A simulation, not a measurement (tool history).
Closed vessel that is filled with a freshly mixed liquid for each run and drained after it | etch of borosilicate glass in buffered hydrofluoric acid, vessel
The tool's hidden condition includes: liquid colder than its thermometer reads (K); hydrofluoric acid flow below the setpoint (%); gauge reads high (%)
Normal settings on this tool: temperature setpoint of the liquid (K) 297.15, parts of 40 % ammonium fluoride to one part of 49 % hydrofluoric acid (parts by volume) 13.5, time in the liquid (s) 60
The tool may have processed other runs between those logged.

run,day,temperature setpoint of the liquid (K),parts of 40 % ammonium fluoride to one part of 49 % hydrofluoric acid (parts by volume),time in the liquid (s),wafers since the last listed run,hours since the thermometer was replaced,hours since the hydrofluoric acid flow meter was replaced,hours since the gauge calibration,"read-back film thickness of the borosilicate glass reference wafer, read on the same gauge (nm)",thickness taken off the borosilicate glass on a monitor wafer (angstrom)
1,0,297.15,16,60,0,1397.6,1499.4,475.3,60.01,366
2,1.483,297.15,13.5,60,4131,1433.2,1535,510.9,59.99,437.1
3,2.133,297.15,15,60,1810,1448.8,1550.6,526.5,60,385.2
4,3.462,297.15,15,60,3701,1480.7,1582.5,558.4,60.01,379
5,4.021,299.15,13.5,30,1555,1494.1,1595.9,571.8,59.98,239.8
6,5.15,299.15,13.5,30,3144,1521.2,1623,598.9,60,233.3
7,6.346,299.15,13.5,30,3330,1549.9,1651.7,627.6,60,233.4
# day 7.292: thermometer replaced
8,7.671,297.15,13.5,70,3574,9.1,1683.5,659.4,59.98,566.9
9,8.492,297.15,13.5,70,2286,28.8,1703.2,679.1,60.01,563.4
10,9.904,297.15,13.5,70,3934,62.7,1737.1,713,60.01,552.7
# day 10.338: gauge calibrated
11,11.175,297.15,13.5,60,3539,93.2,1767.6,20.1,60,470.6
12,11.933,302.15,15,75,2112,111.4,1785.8,38.3,60,694.1
# day 12.125: hydrofluoric acid flow meter replaced
13,13.267,299.65,15,35,3597,143.4,27.4,70.3,60,324.4
14,14.708,301.65,8.5,85,4015,178,62,104.9,60.03,1482.2
15,15.675,293.65,10,60,2692,201.2,85.2,128.1,59.97,600.8
16,16.296,293.15,11,75,1729,216.1,100.1,143,60,655.5
17,16.8,297.15,13.5,60,1404,228.2,112.2,155.1,60.02,528.3
18,17.383,301.65,18,90,1624,242.2,126.2,169.1,60.02,761.4
19,18.762,293.15,16.5,50,3841,275.3,159.3,202.2,59.97,285.9
20,19.329,301.15,8.5,60,1578,288.9,172.9,215.8,60,991.3
21,20.938,299.65,18.5,75,4479,327.5,211.5,254.4,60.03,554.7
22,22.383,297.15,13.5,60,4026,362.2,246.2,289.1,60.02,520
23,23.817,297.15,13.5,80,3992,396.6,280.6,323.5,59.98,686.3

3 ways to go on from here, each from the tool as it stands after run 23. What would each give?
A,23.846,293.15,13.5,60,81,397.3,281.3,324.2,?,?
B,23.846,300.15,11.5,70,81,397.3,281.3,324.2,?,?
C,23.846,298.65,8.5,80,81,397.3,281.3,324.2,?,?

run,"read-back film thickness of the borosilicate glass reference wafer, read on the same gauge (nm)",thickness taken off the borosilicate glass on a monitor wafer (angstrom)
A,60.01,410.6
B,60.01,819.2
C,60.01,1126
With no hidden state in the tool, these same runs would have given:
run,thickness taken off the borosilicate glass on a monitor wafer (angstrom)
A,443.7
B,883.6
C,1220.2
